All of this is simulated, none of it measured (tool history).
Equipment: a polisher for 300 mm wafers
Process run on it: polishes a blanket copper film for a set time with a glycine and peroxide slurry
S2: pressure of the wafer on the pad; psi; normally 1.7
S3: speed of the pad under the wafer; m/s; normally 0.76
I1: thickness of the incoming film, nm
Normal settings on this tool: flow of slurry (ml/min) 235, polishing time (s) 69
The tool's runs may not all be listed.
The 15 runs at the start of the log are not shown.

run 16 day=44.354 | flow_of_slurry_(ml/min)=235 S2=1.7 S3=0.76 polishing_time_(s)=69 | I1=938.7 | film_removed_(Å)=2453
run 17 day=46.525 | flow_of_slurry_(ml/min)=310 S2=1.7 S3=0.76 polishing_time_(s)=76 | I1=940.1 | film_removed_(Å)=2815
run 18 day=50.733 | flow_of_slurry_(ml/min)=235 S2=1.7 S3=0.76 polishing_time_(s)=69 | I1=936.2 | film_removed_(Å)=2431
-- day=51.358 slurry nozzle cleaned
run 19 day=53.062 | flow_of_slurry_(ml/min)=235 S2=1.7 S3=0.76 polishing_time_(s)=69 | I1=948.5 | film_removed_(Å)=2471
run 20 day=54.646 | flow_of_slurry_(ml/min)=235 S2=1.7 S3=1.02 polishing_time_(s)=69 | I1=936.1 | film_removed_(Å)=2995
run 21 day=56.308 | flow_of_slurry_(ml/min)=210 S2=1.7 S3=0.76 polishing_time_(s)=69 | I1=939.9 | film_removed_(Å)=2394
-- day=60.15 worn pad replaced by a new one
run 22 day=60.267 | flow_of_slurry_(ml/min)=200 S2=1.7 S3=0.88 polishing_time_(s)=86 | I1=933.9 | film_removed_(Å)=3310
run 23 day=64.725 | flow_of_slurry_(ml/min)=270 S2=1.7 S3=0.76 polishing_time_(s)=69 | I1=947.9 | film_removed_(Å)=2495

What will run 24 give?
run 24 day=72.346 | flow_of_slurry_(ml/min)=235 S2=2.1 S3=0.76 polishing_time_(s)=69 | I1=944.1 | film_removed_(Å)=?

film removed (Å): 2829
The same run, on a tool lacking any hidden state, would have yielded film removed (Å) 2829.
